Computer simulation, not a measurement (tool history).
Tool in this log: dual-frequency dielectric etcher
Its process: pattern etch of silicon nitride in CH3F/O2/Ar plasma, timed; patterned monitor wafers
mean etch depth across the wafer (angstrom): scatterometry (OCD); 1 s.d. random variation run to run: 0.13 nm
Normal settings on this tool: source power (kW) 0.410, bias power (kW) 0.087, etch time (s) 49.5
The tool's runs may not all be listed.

run    hour  source power (kW)  bias power (kW)  etch time (s)  wafers since the last listed run  hours since the last wet clean  hours since the last source power generator calibration  hours since the last bias power generator calibration  hours since the last upper electrode change  hours since the gauge calibration  read-back reference wafer on the same gauge, depth_nm  mean etch depth across the wafer (angstrom)
  1     0.0              0.410            0.087           54.5                                 0                           475.0                                                   1191.1                                                  698.2                                       3633.1                              694.9                                                  30.89                                        430.7
  2    56.1              0.410            0.087           54.5                               679                           531.1                                                   1247.2                                                  754.3                                       3689.2                              751.0                                                  30.92                                        435.4
  3   117.2              0.410            0.087           54.5                               740                           592.2                                                   1308.3                                                  815.4                                       3750.3                              812.1                                                  30.89                                        436.1
      150.9  -- wet clean of the chamber
  4   160.4              0.410            0.087           49.5                               232                             9.5                                                   1351.5                                                  858.6                                       3793.5                              855.3                                                  30.90                                        381.9
  5   201.5              0.410            0.087           49.5                               498                            50.6                                                   1392.6                                                  899.7                                       3834.6                              896.4                                                  30.85                                        384.2
  6   323.5              0.410            0.087           49.5                              1478                           172.6                                                   1514.6                                                 1021.7                                       3956.6                             1018.4                                                  30.91                                        389.0
  7   388.2              0.450            0.087           49.5                               784                           237.3                                                   1579.3                                                 1086.4                                       4021.3                             1083.1                                                  30.90                                        405.3
  8   432.6              0.450            0.087           49.5                               538                           281.7                                                   1623.7                                                 1130.8                                       4065.7                             1127.5                                                  30.89                                        407.2
      447.2  -- gauge calibrated
  9   461.3              0.410            0.087           49.5                               347                           310.4                                                   1652.4                                                 1159.5                                       4094.4                               14.1                                                  30.90                                        391.3
 10   497.3              0.410            0.087           49.5                               436                           346.4                                                   1688.4                                                 1195.5                                       4130.4                               50.1                                                  30.87                                        394.5
 11   547.1              0.410            0.087           49.5                               603                           396.2                                                   1738.2                                                 1245.3                                       4180.2                               99.9                                                  30.91                                        392.8
 12   579.2              0.480            0.103           49.5                               389                           428.3                                                   1770.3                                                 1277.4                                       4212.3                              132.0                                                  30.89                                        448.8
 13   612.7              0.480            0.103           49.5                               405                           461.8                                                   1803.8                                                 1310.9                                       4245.8                              165.5                                                  30.88                                        451.8
      637.8  -- upper electrode replaced
      656.9  -- source power generator calibrated
      684.5  -- wet clean of the chamber
 14   685.0              0.480            0.103           49.5                               246                             0.5                                                     28.1                                                 1383.2                                         47.2                              237.8                                                  30.87                                        426.6
 15   701.7              0.440            0.103           55.0                               202                            17.2                                                     44.8                                                 1399.9                                         63.9                              254.5                                                  30.91                                        455.2
 16   734.7              0.410            0.087           49.5                               399                            50.2                                                     77.8                                                 1432.9                                         96.9                              287.5                                                  30.87                                        378.0
 17   795.8              0.380            0.102           37.0                               740                           111.3                                                    138.9                                                 1494.0                                        158.0                              348.6                                                  30.90                                        289.1
 18   852.0              0.450            0.087           49.5                               681                           167.5                                                    195.1                                                 1550.2                                        214.2                              404.8                                                  30.88                                        396.3
 19   888.3              0.440            0.094           57.5                               439                           203.8                                                    231.4                                                 1586.5                                        250.5                              441.1                                                  30.89                                        467.8
      919.2  -- bias power generator calibrated
 20   953.6              0.410            0.078           57.5                               742                           269.1                                                    296.7                                                   34.4                                        315.8                              506.4                                                  30.95                                        429.6
 21   989.6              0.410            0.094           38.5                               436                           305.1                                                    332.7                                                   70.4                                        351.8                              542.4                                                  30.89                                        307.7
 22  1057.8              0.410            0.099           49.5                               826                           373.3                                                    400.9                                                  138.6                                        420.0                              610.6                                                  30.88                                        407.9
 23  1095.2              0.330            0.098           63.5                               453                           410.7                                                    438.3                                                  176.0                                        457.4                              648.0                                                  30.89                                        473.9
 24  1148.3              0.410            0.087           49.5                               643                           463.8                                                    491.4                                                  229.1                                        510.5                              701.1                                                  30.92                                        393.5
 25  1184.4              0.410            0.093           44.5                               437                           499.9                                                    527.5                                                  265.2                                        546.6                              737.2                                                  30.93                                        360.2
     1248.7  -- wet clean of the chamber
 26  1249.2              0.510            0.096           38.5                               494                             0.5                                                    592.3                                                  330.0                                        611.4                              802.0                                                  30.88                                        335.4
 27  1277.1              0.320            0.100           55.5                               338                            28.4                                                    620.2                                                  357.9                                        639.3                              829.9                                                  30.90                                        402.8
 28  1301.3              0.440            0.087           49.5                               293                            52.6                                                    644.4                                                  382.1                                        663.5                              854.1                                                  30.89                                        391.0
 29  1352.2              0.480            0.076           49.5                               616                           103.5                                                    695.3                                                  433.0                                        714.4                              905.0                                                  30.91                                        389.1

Predict each of these 4 candidate next runs independently; none follows another, all start after run 29:
  A  1352.6              0.410            0.087           49.5                                 4                           103.9                                                    695.7                                                  433.4                                        714.8                              905.4                                                      ?                                            ?
  B  1352.6              0.490            0.075           59.5                                 4                           103.9                                                    695.7                                                  433.4                                        714.8                              905.4                                                      ?                                            ?
  C  1352.6              0.410            0.102           64.5                                 4                           103.9                                                    695.7                                                  433.4                                        714.8                              905.4                                                      ?                                            ?
  D  1352.6              0.380            0.075           49.5                                 4                           103.9                                                    695.7                                                  433.4                                        714.8                              905.4                                                      ?                                            ?

run  read-back reference wafer on the same gauge, depth_nm  mean etch depth across the wafer (angstrom)
  A                                                  30.90                                        379.5
  B                                                  30.90                                        466.4
  C                                                  30.90                                        525.2
  D                                                  30.90                                        347.5
Take away the tool's hidden state, keep each run's random variation, and the runs would have read:
run  mean etch depth across the wafer (angstrom)
  A                                        371.2
  B                                        456.1
  C                                        513.9
  D                                        339.9

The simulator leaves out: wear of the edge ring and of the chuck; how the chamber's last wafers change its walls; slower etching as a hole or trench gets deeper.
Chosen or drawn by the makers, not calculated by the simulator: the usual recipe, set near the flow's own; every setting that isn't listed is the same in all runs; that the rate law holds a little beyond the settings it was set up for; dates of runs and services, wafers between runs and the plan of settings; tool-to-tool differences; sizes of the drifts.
